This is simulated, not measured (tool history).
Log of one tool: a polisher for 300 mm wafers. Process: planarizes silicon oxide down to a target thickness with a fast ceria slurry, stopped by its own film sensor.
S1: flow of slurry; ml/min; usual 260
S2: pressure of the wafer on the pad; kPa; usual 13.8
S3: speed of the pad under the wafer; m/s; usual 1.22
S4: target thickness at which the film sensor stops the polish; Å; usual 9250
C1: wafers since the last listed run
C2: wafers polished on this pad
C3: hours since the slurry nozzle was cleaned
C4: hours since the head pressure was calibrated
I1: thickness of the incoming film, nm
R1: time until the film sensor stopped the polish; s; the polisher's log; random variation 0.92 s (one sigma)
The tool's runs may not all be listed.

run	hour	S1	S2	S3	S4	C1	C2	C3	C4	I1	R1
1	0.0	260	13.1	1.22	9250	0	437	226.6	433.2	1884.1	68.7
2	52.1	260	13.1	1.22	9250	608	1045	278.7	485.3	1912.0	72.0
3	126.6	260	13.1	1.22	9250	870	1916	353.2	559.8	1914.2	73.3
# hour 163.8: worn pad replaced by a new one
4	179.9	260	13.8	1.22	9250	575	188	406.5	613.1	1887.7	67.6
# hour 244.9: slurry nozzle cleaned
5	278.7	260	13.8	1.22	9250	1142	1330	33.8	711.9	1909.3	67.1
# hour 317.4: head pressure recalibrated
# hour 356.1: worn pad replaced by a new one
6	359.5	260	13.8	1.22	9250	873	39	114.6	42.1	1907.1	66.2
7	421.6	260	13.8	1.22	9250	725	764	176.7	104.2	1907.5	67.8
8	525.7	320	13.8	0.96	8020	1215	1980	280.8	208.3	1914.3	85.1
# hour 555.3: worn pad replaced by a new one
9	605.5	200	17.9	1.38	12070	885	586	360.6	288.1	1917.3	37.2
# hour 651.9: slurry nozzle cleaned
10	674.6	330	15.9	1.22	9250	795	1381	22.7	357.2	1886.4	55.1
# hour 736.3: worn pad replaced by a new one
11	742.3	210	15.9	0.84	8360	743	69	90.4	424.9	1911.9	80.4
12	812.2	260	13.8	1.22	9250	816	886	160.3	494.8	1908.6	66.5
13	872.5	260	13.8	1.22	6470	704	1590	220.6	555.1	1884.6	84.4
# hour 934.8: worn pad replaced by a new one
14	935.3	320	13.8	1.22	9250	686	6	283.4	617.9	1931.8	67.2

Forecast each of these 5 alternatives for the next run:
A	935.7	260	13.8	1.22	9250	4	10	283.8	618.3	1950.1	?
B	935.7	260	13.8	0.84	11290	4	10	283.8	618.3	1950.1	?
C	935.7	260	15.9	1.22	10140	4	10	283.8	618.3	1950.1	?
D	935.7	215	17.2	1.46	11100	4	10	283.8	618.3	1950.1	?
E	935.7	260	13.8	1.34	12140	4	10	283.8	618.3	1950.1	?

run	R1
A	69.0
B	69.5
C	54.8
D	41.1
E	46.5
Without the tool's hidden state the same runs would have given:
run	R1
A	66.8
B	67.4
C	53.1
D	39.6
E	45.1
